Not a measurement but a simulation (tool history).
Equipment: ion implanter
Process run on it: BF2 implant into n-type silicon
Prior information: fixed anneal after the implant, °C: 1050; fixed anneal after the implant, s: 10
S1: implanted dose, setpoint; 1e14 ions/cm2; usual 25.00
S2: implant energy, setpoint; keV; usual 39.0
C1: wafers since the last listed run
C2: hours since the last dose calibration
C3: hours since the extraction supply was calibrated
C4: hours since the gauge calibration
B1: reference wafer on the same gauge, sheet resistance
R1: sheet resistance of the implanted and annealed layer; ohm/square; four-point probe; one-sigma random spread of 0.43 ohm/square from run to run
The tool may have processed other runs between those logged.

run,hour,S1,S2,C1,C2,C3,C4,B1,R1
1,0.0,25.00,39.0,0,1419.6,1426.5,439.6,108.67,94.52
2,34.4,28.89,39.0,625,1454.0,1460.9,474.0,108.48,92.84
3,77.0,25.00,39.0,775,1496.6,1503.5,516.6,108.47,93.81
4,147.4,21.94,42.0,1280,1567.0,1573.9,587.0,108.00,92.55
5,209.5,25.00,39.0,1129,1629.1,1636.0,649.1,107.89,93.66
6,272.9,25.00,39.0,1153,1692.5,1699.4,712.5,107.55,93.30
7,329.5,25.00,39.0,1029,1749.1,1756.0,769.1,107.26,93.38
8,399.4,21.92,44.0,1271,1819.0,1825.9,839.0,106.98,89.68
9,436.7,21.92,44.0,678,1856.3,1863.2,876.3,106.77,89.14
10,481.7,21.92,44.0,818,1901.3,1908.2,921.3,106.65,89.34
# hour 548.9: Faraday cup replaced and dose calibrated
11,549.4,25.00,39.0,1086,0.5,1975.9,989.0,106.28,92.62
12,574.1,25.00,39.0,449,25.2,2000.6,1013.7,106.29,92.30
13,633.6,25.00,36.0,1082,84.7,2060.1,1073.2,105.89,95.80
14,672.7,25.00,36.0,711,123.8,2099.2,1112.3,105.77,96.20
15,727.4,25.00,36.0,995,178.5,2153.9,1167.0,105.51,95.42
16,764.8,25.00,28.5,680,215.9,2191.3,1204.4,105.30,107.21
# hour 790.4: gauge calibrated
17,829.9,25.00,28.5,1184,281.0,2256.4,39.5,109.97,110.94
18,855.7,25.00,39.0,469,306.8,2282.2,65.3,109.84,95.84
19,885.7,19.93,43.5,545,336.8,2312.2,95.3,109.69,94.53
20,934.0,27.83,30.5,878,385.1,2360.5,143.6,109.45,105.89
21,964.9,31.77,26.5,562,416.0,2391.4,174.5,109.48,113.63
22,1025.6,20.12,39.0,1104,476.7,2452.1,235.2,109.12,98.70
23,1085.6,25.00,39.0,1091,536.7,2512.1,295.2,108.82,94.88
24,1127.9,32.47,45.0,769,579.0,2554.4,337.5,108.63,85.39
25,1166.5,29.15,52.5,702,617.6,2593.0,376.1,108.41,79.43
# hour 1214.5: extraction supply calibrated
26,1231.8,21.31,25.5,1042,682.9,17.3,441.4,108.16,115.98
27,1278.3,25.00,39.0,845,729.4,63.8,487.9,108.09,93.91
28,1330.3,31.90,32.5,946,781.4,115.8,539.9,107.58,100.86
29,1367.7,25.00,39.0,680,818.8,153.2,577.3,107.66,94.38
30,1424.4,25.00,39.0,1031,875.5,209.9,634.0,107.30,94.27
31,1457.4,25.00,39.0,600,908.5,242.9,667.0,107.13,93.70
32,1493.7,32.05,39.0,660,944.8,279.2,703.3,106.90,91.34
33,1550.7,21.94,42.0,1036,1001.8,336.2,760.3,106.85,91.60
34,1575.3,20.21,48.0,447,1026.4,360.8,784.9,106.76,86.98
35,1624.2,18.34,33.5,889,1075.3,409.7,833.8,106.42,105.11
36,1659.2,22.94,43.5,636,1110.3,444.7,868.8,106.30,88.88

Below are 5 alternative next runs, each starting from the tool's condition after run 36. Predict each:
A,1659.6,25.00,39.0,7,1110.7,445.1,869.2,?,?
B,1659.6,25.00,51.0,7,1110.7,445.1,869.2,?,?
C,1659.6,25.00,47.0,7,1110.7,445.1,869.2,?,?
D,1659.6,22.06,39.0,7,1110.7,445.1,869.2,?,?
E,1659.6,30.35,42.5,7,1110.7,445.1,869.2,?,?

run,B1,R1
A,106.31,92.48
B,106.31,80.47
C,106.31,84.04
D,106.31,94.04
E,106.31,86.61
Without the tool's unlogged condition, the same runs would have read:
run,R1
A,96.13
B,83.65
C,87.37
D,97.75
E,90.03
